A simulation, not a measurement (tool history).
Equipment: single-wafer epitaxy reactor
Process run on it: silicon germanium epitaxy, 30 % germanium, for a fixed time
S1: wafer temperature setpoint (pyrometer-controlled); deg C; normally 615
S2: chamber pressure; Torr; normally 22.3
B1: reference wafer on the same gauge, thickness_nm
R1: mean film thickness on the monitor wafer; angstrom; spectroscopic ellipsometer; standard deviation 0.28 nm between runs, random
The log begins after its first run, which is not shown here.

run 2 hour=44.9 | S1=615 S2=22.3 | B1=92.509 | R1=796.35
run 3 hour=123.6 | S1=615 S2=26.0 | B1=92.461 | R1=863.57
run 4 hour=178.8 | S1=615 S2=26.0 | B1=92.543 | R1=856.63
run 5 hour=263.6 | S1=615 S2=26.0 | B1=92.509 | R1=863.08
run 6 hour=342.1 | S1=615 S2=22.3 | B1=92.427 | R1=805.38
-- hour=394.6 showerhead replaced
run 7 hour=442.7 | S1=615 S2=22.3 | B1=92.524 | R1=801.65
run 8 hour=512.9 | S1=615 S2=22.3 | B1=92.530 | R1=805.55
run 9 hour=607.2 | S1=615 S2=22.3 | B1=92.495 | R1=805.96
run 10 hour=643.3 | S1=615 S2=22.3 | B1=92.483 | R1=806.03
run 11 hour=696.0 | S1=615 S2=22.3 | B1=92.517 | R1=807.88
run 12 hour=763.5 | S1=615 S2=22.3 | B1=92.525 | R1=807.55
run 13 hour=864.4 | S1=615 S2=22.3 | B1=92.585 | R1=809.97
run 14 hour=945.5 | S1=615 S2=22.3 | B1=92.505 | R1=812.50
run 15 hour=1052.9 | S1=626 S2=27.2 | B1=92.534 | R1=1079.17
run 16 hour=1107.9 | S1=605 S2=24.0 | B1=92.518 | R1=704.69
run 17 hour=1144.3 | S1=620 S2=24.6 | B1=92.464 | R1=927.47
-- hour=1160.2 pyrometer calibrated
run 18 hour=1199.4 | S1=623 S2=25.9 | B1=92.437 | R1=893.78
run 19 hour=1292.8 | S1=615 S2=22.3 | B1=92.491 | R1=727.37

Run 20 has not been measured yet. What should we expect?
run 20 hour=1369.2 | S1=622 S2=24.8 | B1=? | R1=?

For run 20 the tool returned B1 92.494, R1 872.16 angstrom.
With no hidden state in the tool, this same run would have given R1 933.19 angstrom.
